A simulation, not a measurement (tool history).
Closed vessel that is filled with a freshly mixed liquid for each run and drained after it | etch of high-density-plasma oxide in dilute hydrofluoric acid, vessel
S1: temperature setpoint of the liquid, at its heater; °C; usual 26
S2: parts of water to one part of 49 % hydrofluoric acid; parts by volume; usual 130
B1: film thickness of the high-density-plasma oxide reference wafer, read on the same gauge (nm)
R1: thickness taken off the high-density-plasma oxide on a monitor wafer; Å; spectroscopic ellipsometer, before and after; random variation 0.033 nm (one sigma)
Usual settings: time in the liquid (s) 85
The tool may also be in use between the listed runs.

Run 1, hour 0: usual settings but S1 28 °C; B1 89.992. Result: R1 49.32 Å.
Run 2, hour 11.2: usual settings; B1 89.977. Result: R1 45.98 Å.
Run 3, hour 49.2: usual settings; B1 90.062. Result: R1 45.57 Å.
Run 4, hour 65: usual settings but S1 29 °C; B1 90.012. Result: R1 50.41 Å.
Run 5, hour 81.8: usual settings but S1 29 °C; B1 89.999. Result: R1 49.72 Å.
Run 6, hour 93: usual settings; B1 89.995. Result: R1 44.8 Å.
Run 7, hour 102: usual settings; B1 89.987. Result: R1 44.56 Å.
Run 8, hour 113.3: usual settings; B1 90.021. Result: R1 45.17 Å.
Run 9, hour 125.5: usual settings; B1 90.025. Result: R1 45.04 Å.
Run 10, hour 140.1: usual settings but S1 28.5 °C; B1 89.974. Result: R1 49.24 Å.
At hour 156.6: thermometer replaced.
Run 11, hour 157.5: usual settings but S1 28.5 °C; B1 90. Result: R1 49.01 Å.
Run 12, hour 169.9: usual settings but S1 28.5 °C; B1 90.037. Result: R1 49.1 Å.
Run 13, hour 185.3: usual settings; B1 89.997. Result: R1 44.95 Å.
Run 14, hour 195.1: usual settings but S1 24.5 °C, S2 195 parts by volume, time in the liquid (s) 70; B1 89.992. Result: R1 21.18 Å.
Run 15, hour 208.1: usual settings but S1 28.5 °C, time in the liquid (s) 60; B1 90.052. Result: R1 34.73 Å.
Run 16, hour 214.8: usual settings but S1 28.5 °C, S2 95 parts by volume, time in the liquid (s) 130; B1 90.011. Result: R1 107.45 Å.
Run 17, hour 223.6: usual settings but S1 24.5 °C; B1 89.963. Result: R1 42.1 Å.
At hour 236.8: gauge calibrated.
Run 18, hour 240.1: usual settings; B1 90.023. Result: R1 44.64 Å.
At hour 254.9: hydrofluoric acid flow meter replaced.
Run 19, hour 255.4: usual settings but S1 29 °C, time in the liquid (s) 55; B1 89.972. Result: R1 36.35 Å.
Run 20, hour 262.4: usual settings; B1 89.958. Result: R1 51.36 Å.
Run 21, hour 268.5: usual settings; B1 89.988. Result: R1 50.66 Å.
Run 22, hour 281: usual settings but S1 27.5 °C, S2 155 parts by volume; B1 90.012. Result: R1 43.7 Å.
Run 23, hour 298.5: usual settings but S1 22 °C, S2 180 parts by volume; B1 89.972. Result: R1 29.8 Å.
Run 24, hour 308.8: usual settings; B1 89.99. Result: R1 50.01 Å.
Run 25, hour 326.5: usual settings but S1 31 °C, S2 65 parts by volume, time in the liquid (s) 35; B1 89.986. Result: R1 55.02 Å.
Run 26, hour 336.1: usual settings but S1 28 °C, S2 155 parts by volume, time in the liquid (s) 65; B1 90. Result: R1 33.95 Å.
Run 27, hour 352.4: usual settings; B1 90.009. Result: R1 50.71 Å.

5 ways to go on from here, each from the tool as it stands after run 27. What would each give?
Run A, hour 353.1: usual settings; B1 ?. Result: R1 ?.
Run B, hour 353.1: usual settings but S1 27.5 °C; B1 ?. Result: R1 ?.
Run C, hour 353.1: usual settings but S1 28.5 °C, S2 85 parts by volume, time in the liquid (s) 115; B1 ?. Result: R1 ?.
Run D, hour 353.1: usual settings but time in the liquid (s) 115; B1 ?. Result: R1 ?.
Run E, hour 353.1: usual settings but time in the liquid (s) 130; B1 ?. Result: R1 ?.

run     B1      R1
  A  90.01   50.22
  B  90.01   53.14
  C  90.01  121.37
  D  90.01   67.94
  E  90.01    76.8
Without the tool's hidden state the same runs would have given:
run      R1
  A   51.27
  B   54.25
  C  123.82
  D   69.36
  E   78.41

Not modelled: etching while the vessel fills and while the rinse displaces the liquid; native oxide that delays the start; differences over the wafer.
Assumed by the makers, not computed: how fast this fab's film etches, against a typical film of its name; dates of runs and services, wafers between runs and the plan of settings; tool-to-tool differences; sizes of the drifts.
